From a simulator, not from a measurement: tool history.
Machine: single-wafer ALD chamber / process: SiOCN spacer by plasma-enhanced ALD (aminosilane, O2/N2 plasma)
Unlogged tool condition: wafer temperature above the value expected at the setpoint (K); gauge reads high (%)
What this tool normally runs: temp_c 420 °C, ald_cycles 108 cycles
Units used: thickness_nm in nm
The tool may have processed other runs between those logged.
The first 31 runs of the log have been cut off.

run,hour,temp_c,ald_cycles,wafers since the last listed run,hours since the last thermocouple change,hours since the gauge calibration,"read-back reference wafer on the same gauge, thickness_nm",thickness_nm
32,450.2,424,101,125,71.0,182.1,5.642,5.237
33,456.3,432,125,15,77.1,188.2,5.636,6.306
34,474.1,420,127,45,94.9,206.0,5.636,6.688
35,483.4,420,108,23,104.2,215.3,5.638,5.703
36,496.7,426,118,33,117.5,228.6,5.632,6.077
37,510.9,416,108,36,131.7,242.8,5.632,5.781
38,527.2,420,108,41,148.0,259.1,5.625,5.691
39,535.6,426,126,21,156.4,267.5,5.626,6.470
40,546.8,430,129,28,167.6,278.7,5.626,6.534
41,556.0,428,98,23,176.8,287.9,5.630,4.986
42,562.9,425,120,17,183.7,294.8,5.619,6.177
43,571.9,433,95,22,192.7,303.8,5.629,4.732
44,581.5,420,108,24,202.3,313.4,5.618,5.686
45,594.9,420,108,34,215.7,326.8,5.626,5.692

What does the tool deliver on the next run?
46,612.1,431,100,43,232.9,344.0,?,?

{"run 46": {"read-back reference wafer on the same gauge, thickness_nm": 5.618, "thickness_nm": 5.059}}
Without the tool's hidden state the same run would have given thickness_nm 5.133 nm.
